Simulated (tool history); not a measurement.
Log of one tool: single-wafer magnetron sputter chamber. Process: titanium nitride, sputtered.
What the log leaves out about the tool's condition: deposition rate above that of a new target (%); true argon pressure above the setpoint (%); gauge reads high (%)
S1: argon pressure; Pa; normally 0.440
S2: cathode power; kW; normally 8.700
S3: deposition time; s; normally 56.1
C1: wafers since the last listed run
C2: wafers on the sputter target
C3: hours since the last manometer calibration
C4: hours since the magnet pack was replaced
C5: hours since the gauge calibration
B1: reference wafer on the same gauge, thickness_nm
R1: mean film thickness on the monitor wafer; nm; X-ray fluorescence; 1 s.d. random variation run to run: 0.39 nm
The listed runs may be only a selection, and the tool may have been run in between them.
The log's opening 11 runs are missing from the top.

run   hour     S1      S2    S3   C1    C2      C3      C4     C5      B1      R1
 12  144.2  0.335   8.700  56.1  230   241  2380.3  5507.0  473.4  83.168  80.722
     145.7  -- gauge calibrated
 13  155.0  0.440   8.700  56.1  201   442  2391.1  5517.8    9.3  83.161  77.682
 14  171.8  0.440   8.700  56.1  312   755  2407.9  5534.6   26.1  83.137  77.780
 15  180.7  0.440   8.700  56.1  165   920  2416.8  5543.5   35.0  83.026  77.607
 16  191.5  0.440   8.700  56.1  201  1121  2427.6  5554.3   45.8  83.174  76.599
 17  198.9  0.270   8.700  66.9  137  1259  2435.0  5561.7   53.2  83.090  98.415
 18  205.1  0.440   8.700  56.1  115  1375  2441.2  5567.9   59.4  83.125  77.609
 19  221.3  0.440   8.700  56.1  301  1676  2457.4  5584.1   75.6  83.071  77.590
 20  237.1  0.440   8.700  56.1  294  1971  2473.2  5599.9   91.4  83.229  76.756
     248.5  -- capacitance manometer re-zeroed and calibrated
 21  249.0  0.604   7.250  50.7   72  2043     0.5  5611.8  103.3  83.131  56.523
 22  254.9  0.571   7.400  56.1  109  2153     6.4  5617.7  109.2  83.021  64.321
     280.5  -- magnet pack replaced
 23  281.0  0.503   8.700  56.1  337  2490    32.5     0.5  135.3  83.118  74.151
 24  281.4  0.440   8.700  46.5    7  2498    32.9     0.9  135.7  83.016  63.118
 25  291.0  0.289   7.650  67.1  178  2676    42.5    10.5  145.3  83.127  88.777
 26  299.5  0.307   8.700  50.0  158  2835    51.0    19.0  153.8  83.198  70.864
 27  312.3  0.440   8.700  56.1  238  3073    63.8    31.8  166.6  83.198  75.393
 28  323.1  0.440   8.700  56.1  201  3274    74.6    42.6  177.4  83.097  75.526
 29  332.3  0.305   8.700  56.1  171  3445    83.8    51.8  186.6  82.989  79.050
 30  347.3  0.302   8.700  50.9  279  3725    98.8    66.8  201.6  83.140  71.759
 31  364.1  0.440   8.700  56.1  312  4038   115.6    83.6  218.4  83.026  75.366
 32  376.4  0.274   7.100  61.9  229  4267   127.9    95.9  230.7  83.181  76.018
 33  391.3  0.602  10.300  60.3  277  4544   142.8   110.8  245.6  83.188  85.047
     404.4  -- sputter target and shields replaced
 34  404.9  0.440   8.700  56.1  104     8   156.4   124.4  259.2  83.160  77.528

What if the next run were any one of these 5? Each begins from the tool's condition after run 34:
  A  405.3  0.440   8.700  56.1   7  16  156.8  124.8  259.6   ?   ?
  B  405.3  0.538  10.450  61.3   7  16  156.8  124.8  259.6   ?   ?
  C  405.3  0.440   8.150  56.1   7  16  156.8  124.8  259.6   ?   ?
  D  405.3  0.511   7.450  50.2   7  16  156.8  124.8  259.6   ?   ?
  E  405.3  0.603   6.750  65.1   7  16  156.8  124.8  259.6   ?   ?

run      B1      R1
  A  83.118  78.211
  B  83.118  94.496
  C  83.118  74.534
  D  83.118  60.769
  E  83.118  70.918
The same runs, with their run-to-run variation unchanged, on a tool lacking any hidden condition would have given:
run      R1
  A  78.567
  B  94.926
  C  74.874
  D  61.046
  E  71.241
